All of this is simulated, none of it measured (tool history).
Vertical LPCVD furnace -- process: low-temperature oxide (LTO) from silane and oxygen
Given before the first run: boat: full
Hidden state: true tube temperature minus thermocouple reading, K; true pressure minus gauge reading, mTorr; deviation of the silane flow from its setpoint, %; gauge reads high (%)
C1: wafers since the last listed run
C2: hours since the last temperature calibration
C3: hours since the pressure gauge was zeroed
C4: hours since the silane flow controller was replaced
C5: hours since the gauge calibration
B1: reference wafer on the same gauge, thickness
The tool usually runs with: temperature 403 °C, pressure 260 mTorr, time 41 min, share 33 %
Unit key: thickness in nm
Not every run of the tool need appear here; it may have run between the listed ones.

Run 1, hour 0: usual settings; C1 0; C2 1732.1; C3 2561.9; C4 2421.9; C5 73.1; B1 443.98. Result: thickness 378.48 nm.
Run 2, hour 20.3: usual settings but temperature 396 °C; C1 307; C2 1752.4; C3 2582.2; C4 2442.2; C5 93.4; B1 443.94. Result: thickness 348.52 nm.
Run 3, hour 39.5: usual settings but temperature 399 °C; C1 291; C2 1771.6; C3 2601.4; C4 2461.4; C5 112.6; B1 443.99. Result: thickness 360.5 nm.
Run 4, hour 60.6: usual settings but temperature 399 °C; C1 319; C2 1792.7; C3 2622.5; C4 2482.5; C5 133.7; B1 443.78. Result: thickness 360.64 nm.
Run 5, hour 75.2: usual settings but temperature 406 °C, share 29 %; C1 221; C2 1807.3; C3 2637.1; C4 2497.1; C5 148.3; B1 444.31. Result: thickness 325.62 nm.
At hour 108.6: thermocouples replaced and temperature profile calibrated.
At hour 126.8: silane flow controller replaced.
Run 6, hour 127.3: usual settings but temperature 406 °C, share 29 %; C1 150; C2 18.7; C3 2689.2; C4 0.5; C5 200.4; B1 443.88. Result: thickness 324.86 nm.
Run 7, hour 132.4: usual settings but share 36 %; C1 77; C2 23.8; C3 2694.3; C4 5.6; C5 205.5; B1 444.18. Result: thickness 424.98 nm.
Run 8, hour 137.6: usual settings but share 36 %; C1 78; C2 29; C3 2699.5; C4 10.8; C5 210.7; B1 443.9. Result: thickness 425 nm.
Run 9, hour 142.7: usual settings but share 36 %; C1 77; C2 34.1; C3 2704.6; C4 15.9; C5 215.8; B1 444.19. Result: thickness 423.58 nm.
Run 10, hour 147.9: usual settings but temperature 396 °C, pressure 215 mTorr; C1 78; C2 39.3; C3 2709.8; C4 21.1; C5 221; B1 444.07. Result: thickness 286.03 nm.
Run 11, hour 160.7: usual settings but temperature 407 °C, time 33.5 min; C1 194; C2 52.1; C3 2722.6; C4 33.9; C5 233.8; B1 443.89. Result: thickness 323.12 nm.
Run 12, hour 175.4: usual settings but time 32.5 min, share 27 %; C1 222; C2 66.8; C3 2737.3; C4 48.6; C5 248.5; B1 443.97. Result: thickness 223.24 nm.
At hour 195.7: gauge calibrated.
Run 13, hour 215.2: usual settings but pressure 195 mTorr; C1 603; C2 106.6; C3 2777.1; C4 88.4; C5 19.5; B1 444.23. Result: thickness 279.76 nm.
At hour 249.6: pressure gauge zeroed.
Run 14, hour 250.1: usual settings; C1 165; C2 141.5; C3 0.5; C4 123.3; C5 54.4; B1 443.9. Result: thickness 393.53 nm.
Run 15, hour 255.3: usual settings but pressure 320 mTorr, share 30 %; C1 78; C2 146.7; C3 5.7; C4 128.5; C5 59.6; B1 443.6. Result: thickness 422.41 nm.
Run 16, hour 266.6: usual settings; C1 171; C2 158; C3 17; C4 139.8; C5 70.9; B1 444.25. Result: thickness 393.21 nm.
Run 17, hour 274.8: usual settings but time 35 min, share 37 %; C1 124; C2 166.2; C3 25.2; C4 148; C5 79.1; B1 444.02. Result: thickness 390.37 nm.
Run 18, hour 288.2: usual settings but temperature 412 °C, pressure 315 mTorr, time 31 min, share 31 %; C1 203; C2 179.6; C3 38.6; C4 161.4; C5 92.5; B1 444.13. Result: thickness 365.97 nm.
Run 19, hour 303.7: usual settings but temperature 399 °C, pressure 305 mTorr, share 27 %; C1 234; C2 195.1; C3 54.1; C4 176.9; C5 108; B1 443.99. Result: thickness 328.58 nm.
Run 20, hour 325: usual settings but temperature 411 °C, pressure 295 mTorr, time 47.5 min, share 27 %; C1 322; C2 216.4; C3 75.4; C4 198.2; C5 129.3; B1 444.23. Result: thickness 422.74 nm.

Here are 4 independent what-if runs from the current tool condition. What would each one return?
Run A, hour 330.2: usual settings but temperature 407 °C; C1 78; C2 221.6; C3 80.6; C4 203.4; C5 134.5; B1 ?. Result: thickness ?.
Run B, hour 330.2: usual settings but temperature 398 °C, pressure 315 mTorr, time 57 min, share 27 %; C1 78; C2 221.6; C3 80.6; C4 203.4; C5 134.5; B1 ?. Result: thickness ?.
Run C, hour 330.2: usual settings but temperature 414 °C, pressure 295 mTorr, share 31 %; C1 78; C2 221.6; C3 80.6; C4 203.4; C5 134.5; B1 ?. Result: thickness ?.
Run D, hour 330.2: usual settings but pressure 295 mTorr, share 39 %; C1 78; C2 221.6; C3 80.6; C4 203.4; C5 134.5; B1 ?. Result: thickness ?.

run      B1  thickness
  A  443.94     410.75
  B  443.94     464.13
  C  443.94     462.27
  D  443.94     552.99
The same runs, with their run-to-run variation unchanged, on a tool lacking any hidden condition would have given:
run  thickness
  A     409.29
  B     462.76
  C     460.82
  D     551.26

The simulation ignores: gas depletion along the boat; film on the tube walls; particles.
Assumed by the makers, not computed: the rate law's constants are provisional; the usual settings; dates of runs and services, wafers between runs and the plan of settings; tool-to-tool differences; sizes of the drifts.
